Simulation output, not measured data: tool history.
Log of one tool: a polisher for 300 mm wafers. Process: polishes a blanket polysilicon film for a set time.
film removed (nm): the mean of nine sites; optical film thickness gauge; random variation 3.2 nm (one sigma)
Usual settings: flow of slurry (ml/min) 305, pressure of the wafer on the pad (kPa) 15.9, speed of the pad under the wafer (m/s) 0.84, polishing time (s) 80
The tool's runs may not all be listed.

run,hour,flow of slurry (ml/min),pressure of the wafer on the pad (kPa),speed of the pad under the wafer (m/s),polishing time (s),wafers since the last listed run,wafers polished on this pad,hours since the slurry nozzle was cleaned,hours since the head pressure was calibrated,"incoming thickness of the incoming film, nm",film removed (nm)
1,0.0,305,15.9,0.64,80,0,58,411.6,1012.0,1952.5,331.4
2,16.2,355,15.9,0.62,80,123,181,427.8,1028.2,1981.0,324.8
3,31.6,355,15.9,0.62,80,117,299,443.2,1043.6,1955.9,322.5
4,45.2,305,15.9,0.84,80,103,403,456.8,1057.2,1934.1,424.8
5,53.3,305,15.9,0.84,80,61,464,464.9,1065.3,1950.0,431.6
6,71.3,305,15.9,0.84,80,137,602,482.9,1083.3,1944.4,424.4
# hour 79.8: slurry nozzle cleaned
7,80.3,305,15.9,0.84,80,61,663,0.5,1092.3,1930.8,455.1
8,86.6,305,15.9,0.84,80,48,711,6.8,1098.6,1924.6,453.0
9,104.4,305,15.9,0.84,80,135,847,24.6,1116.4,1983.8,456.2
# hour 109.0: head pressure recalibrated
10,116.2,305,15.9,0.68,55,74,922,36.4,7.2,1984.8,249.1
11,132.2,215,15.9,0.84,80,122,1044,52.4,23.2,1944.1,438.5
# hour 139.0: worn pad replaced by a new one
12,142.7,305,15.9,0.84,80,49,28,62.9,33.7,1932.7,447.6
13,159.8,305,15.9,0.66,65,130,159,80.0,50.8,1956.8,287.3
14,169.6,305,13.8,0.96,80,74,233,89.8,60.6,1924.4,470.8
15,186.2,385,15.9,0.84,80,126,360,106.4,77.2,1968.3,459.2
16,193.8,305,20.7,0.98,80,58,418,114.0,84.8,1938.5,619.2
17,201.7,305,15.9,0.84,80,60,479,121.9,92.7,1957.3,450.7
18,218.1,260,17.2,0.60,63,125,604,138.3,109.1,1944.9,258.2
19,233.8,305,15.9,0.84,80,119,724,154.0,124.8,1952.8,443.3

How the hidden state differs across the entries between the runs, from the last listed run before each to the first after it:
Between runs 6 and 7: slurry nozzle cleaned (hour 79.8)
  slurry flow missing at the pad, %: 43 -> 1.9
  measured less the result without the state, film removed (nm): -27.1 -> -0.7
Between runs 9 and 10: head pressure recalibrated (hour 109.0)
  slurry flow missing at the pad, %: 7.65 -> 10.2
  measured less the result without the state, film removed (nm): -3.2 -> -2.4
Between runs 11 and 12: worn pad replaced by a new one (hour 139.0)
  slurry flow missing at the pad, %: 13.3 -> 15.2
  measured less the result without the state, film removed (nm): -7.9 -> -6.8

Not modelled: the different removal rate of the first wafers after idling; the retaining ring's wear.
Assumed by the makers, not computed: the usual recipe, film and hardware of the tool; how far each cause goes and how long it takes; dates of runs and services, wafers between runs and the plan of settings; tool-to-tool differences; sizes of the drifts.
